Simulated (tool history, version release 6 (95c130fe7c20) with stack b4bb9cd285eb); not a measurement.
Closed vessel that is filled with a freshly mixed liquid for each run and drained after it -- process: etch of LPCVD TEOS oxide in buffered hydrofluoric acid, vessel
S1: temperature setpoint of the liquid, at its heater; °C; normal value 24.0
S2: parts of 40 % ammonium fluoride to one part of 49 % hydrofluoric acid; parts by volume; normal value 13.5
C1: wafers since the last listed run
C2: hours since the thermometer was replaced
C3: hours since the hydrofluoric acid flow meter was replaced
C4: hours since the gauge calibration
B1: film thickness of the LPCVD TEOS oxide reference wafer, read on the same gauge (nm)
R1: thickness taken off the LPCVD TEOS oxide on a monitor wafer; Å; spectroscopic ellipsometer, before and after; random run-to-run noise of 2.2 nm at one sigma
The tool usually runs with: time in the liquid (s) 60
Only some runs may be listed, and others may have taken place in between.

run 1 hour=0.0 | S1=24.0 S2=13.5 time_in_the_liquid_(s)=60 | C1=0 C2=1109.3 C3=1205.4 C4=465.9 | B1=50.02 | R1=2627.1
run 2 hour=63.8 | S1=24.0 S2=13.5 time_in_the_liquid_(s)=60 | C1=8207 C2=1173.1 C3=1269.2 C4=529.7 | B1=50.01 | R1=2584.0
run 3 hour=94.3 | S1=24.0 S2=13.5 time_in_the_liquid_(s)=60 | C1=3923 C2=1203.6 C3=1299.7 C4=560.2 | B1=50.02 | R1=2599.5
run 4 hour=135.2 | S1=25.5 S2=17.5 time_in_the_liquid_(s)=60 | C1=5261 C2=1244.5 C3=1340.6 C4=601.1 | B1=50.02 | R1=2197.3
run 5 hour=201.3 | S1=25.5 S2=17.5 time_in_the_liquid_(s)=60 | C1=8503 C2=1310.6 C3=1406.7 C4=667.2 | B1=50.01 | R1=2200.4
run 6 hour=272.8 | S1=24.0 S2=13.5 time_in_the_liquid_(s)=60 | C1=9198 C2=1382.1 C3=1478.2 C4=738.7 | B1=50.02 | R1=2596.6
run 7 hour=335.1 | S1=24.0 S2=13.5 time_in_the_liquid_(s)=60 | C1=8014 C2=1444.4 C3=1540.5 C4=801.0 | B1=49.98 | R1=2599.6
run 8 hour=368.8 | S1=24.0 S2=13.5 time_in_the_liquid_(s)=60 | C1=4335 C2=1478.1 C3=1574.2 C4=834.7 | B1=50.02 | R1=2617.3
run 9 hour=434.4 | S1=24.0 S2=13.5 time_in_the_liquid_(s)=60 | C1=8439 C2=1543.7 C3=1639.8 C4=900.3 | B1=50.01 | R1=2676.7
-- hour=443.8 gauge calibrated
run 10 hour=493.6 | S1=26.5 S2=13.5 time_in_the_liquid_(s)=80 | C1=7615 C2=1602.9 C3=1699.0 C4=49.8 | B1=50.02 | R1=4066.5
-- hour=509.6 thermometer replaced
run 11 hour=532.8 | S1=26.5 S2=13.5 time_in_the_liquid_(s)=80 | C1=4914 C2=23.2 C3=1738.2 C4=89.0 | B1=50.00 | R1=4210.0
-- hour=564.2 hydrofluoric acid flow meter replaced
run 12 hour=570.8 | S1=24.0 S2=13.5 time_in_the_liquid_(s)=60 | C1=4759 C2=61.2 C3=6.6 C4=127.0 | B1=50.02 | R1=2804.8
run 13 hour=626.2 | S1=26.0 S2=17.0 time_in_the_liquid_(s)=35 | C1=7126 C2=116.6 C3=62.0 C4=182.4 | B1=50.00 | R1=1429.5
run 14 hour=672.5 | S1=20.0 S2=9.5 time_in_the_liquid_(s)=60 | C1=5956 C2=162.9 C3=108.3 C4=228.7 | B1=50.00 | R1=3138.0
run 15 hour=730.0 | S1=24.0 S2=13.5 time_in_the_liquid_(s)=85 | C1=7397 C2=220.4 C3=165.8 C4=286.2 | B1=49.98 | R1=4018.9
-- hour=767.8 thermometer replaced, repeated, since the last time left the tool worse
run 16 hour=774.5 | S1=24.0 S2=13.5 time_in_the_liquid_(s)=60 | C1=5596 C2=6.7 C3=210.3 C4=330.7 | B1=50.01 | R1=2432.5
run 17 hour=801.2 | S1=24.0 S2=13.5 time_in_the_liquid_(s)=60 | C1=3434 C2=33.4 C3=237.0 C4=357.4 | B1=50.00 | R1=2369.7
run 18 hour=864.6 | S1=24.0 S2=8.0 time_in_the_liquid_(s)=60 | C1=8156 C2=96.8 C3=300.4 C4=420.8 | B1=50.00 | R1=3901.8
run 19 hour=893.0 | S1=22.0 S2=15.0 time_in_the_liquid_(s)=60 | C1=3653 C2=125.2 C3=328.8 C4=449.2 | B1=50.03 | R1=1986.6
run 20 hour=955.5 | S1=27.0 S2=9.5 time_in_the_liquid_(s)=60 | C1=8040 C2=187.7 C3=391.3 C4=511.7 | B1=50.00 | R1=3987.6
run 21 hour=1001.3 | S1=24.0 S2=9.0 time_in_the_liquid_(s)=60 | C1=5891 C2=233.5 C3=437.1 C4=557.5 | B1=49.97 | R1=3467.0
run 22 hour=1066.6 | S1=24.0 S2=13.5 time_in_the_liquid_(s)=60 | C1=8400 C2=298.8 C3=502.4 C4=622.8 | B1=50.00 | R1=2437.1

Hidden state at the last listed run before each entry between runs and at the first one after, where it differs:
Logged between run 9 and run 10: gauge calibrated (hour 443.8)
  liquid hotter than its thermometer reads (K): 1.99 -> 2.06
  difference, measured minus the result without the unlogged condition, R1: +273.9 -> +423.3 Å
Logged between run 10 and run 11: thermometer replaced (hour 509.6)
  liquid hotter than its thermometer reads (K): 2.06 -> 2.98
  difference, measured minus the result without the unlogged condition, R1: +423.3 -> +617.3 Å
Logged between run 11 and run 12: hydrofluoric acid flow meter replaced (hour 564.2)
  liquid hotter than its thermometer reads (K): 2.98 -> 3.03
  difference, measured minus the result without the unlogged condition, R1: +617.3 -> +423.8 Å
Logged between run 15 and run 16: thermometer replaced, repeated, since the last time left the tool worse (hour 767.8)
  liquid hotter than its thermometer reads (K): 3.21 -> 0.172
  difference, measured minus the result without the unlogged condition, R1: +639.9 -> +22.4 Å
